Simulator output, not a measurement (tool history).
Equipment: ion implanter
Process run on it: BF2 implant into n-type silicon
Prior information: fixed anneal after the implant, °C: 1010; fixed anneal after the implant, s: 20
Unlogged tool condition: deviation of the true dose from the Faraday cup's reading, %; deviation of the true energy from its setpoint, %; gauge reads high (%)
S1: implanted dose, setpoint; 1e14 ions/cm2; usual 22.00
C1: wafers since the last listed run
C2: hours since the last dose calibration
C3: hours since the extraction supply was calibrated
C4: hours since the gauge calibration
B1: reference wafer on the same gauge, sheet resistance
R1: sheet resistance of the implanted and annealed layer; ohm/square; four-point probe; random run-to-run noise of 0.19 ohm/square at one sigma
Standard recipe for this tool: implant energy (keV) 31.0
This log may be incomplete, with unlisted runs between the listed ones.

Run 1, hour 0.0: usual settings; C1 0; C2 1018.7; C3 4744.5; C4 103.4; B1 111.98. Result: R1 125.42 ohm/square.
Run 2, hour 21.3: usual settings but implant energy (keV) 35.5; C1 667; C2 1040.0; C3 4765.8; C4 124.7; B1 112.05. Result: R1 117.23 ohm/square.
Run 3, hour 48.2: usual settings but S1 18.87 1e14 ions/cm2, implant energy (keV) 23.0; C1 842; C2 1066.9; C3 4792.7; C4 151.6; B1 112.09. Result: R1 146.45 ohm/square.
Run 4, hour 76.5: usual settings; C1 886; C2 1095.2; C3 4821.0; C4 179.9; B1 112.02. Result: R1 125.65 ohm/square.
Run 5, hour 103.5: usual settings; C1 845; C2 1122.2; C3 4848.0; C4 206.9; B1 112.04. Result: R1 125.35 ohm/square.
At hour 123.4: extraction supply calibrated.
Run 6, hour 130.3: usual settings; C1 588; C2 1149.0; C3 6.9; C4 233.7; B1 112.00. Result: R1 125.63 ohm/square.
At hour 145.7: Faraday cup replaced and dose calibrated.
Run 7, hour 156.5: usual settings; C1 570; C2 10.8; C3 33.1; C4 259.9; B1 112.00. Result: R1 125.80 ohm/square.
Run 8, hour 187.2: usual settings but S1 27.45 1e14 ions/cm2, implant energy (keV) 40.5; C1 961; C2 41.5; C3 63.8; C4 290.6; B1 112.12. Result: R1 107.92 ohm/square.
Run 9, hour 210.5: usual settings; C1 729; C2 64.8; C3 87.1; C4 313.9; B1 111.97. Result: R1 125.76 ohm/square.
Run 10, hour 243.2: usual settings but S1 24.45 1e14 ions/cm2, implant energy (keV) 25.5; C1 1024; C2 97.5; C3 119.8; C4 346.6; B1 112.00. Result: R1 137.41 ohm/square.
At hour 269.5: gauge calibrated.
Run 11, hour 274.5: usual settings but S1 28.02 1e14 ions/cm2, implant energy (keV) 26.0; C1 980; C2 128.8; C3 151.1; C4 5.0; B1 112.00. Result: R1 134.72 ohm/square.
Run 12, hour 293.7: usual settings; C1 601; C2 148.0; C3 170.3; C4 24.2; B1 111.89. Result: R1 125.52 ohm/square.
Run 13, hour 327.9: usual settings but S1 19.83 1e14 ions/cm2, implant energy (keV) 25.5; C1 1071; C2 182.2; C3 204.5; C4 58.4; B1 112.03. Result: R1 138.68 ohm/square.
Run 14, hour 340.9: usual settings but implant energy (keV) 26.5; C1 407; C2 195.2; C3 217.5; C4 71.4; B1 111.97. Result: R1 135.21 ohm/square.

Hidden condition of the tool, last listed run before each entry between runs versus first listed run after:
In the gap between runs 5 and 6: extraction supply calibrated (hour 123.4)
  no difference in the tool's unlogged condition between these two runs
In the gap between runs 6 and 7: Faraday cup replaced and dose calibrated (hour 145.7)
  no difference in the tool's unlogged condition between these two runs
In the gap between runs 10 and 11: gauge calibrated (hour 269.5)
  no difference in the tool's unlogged condition between these two runs
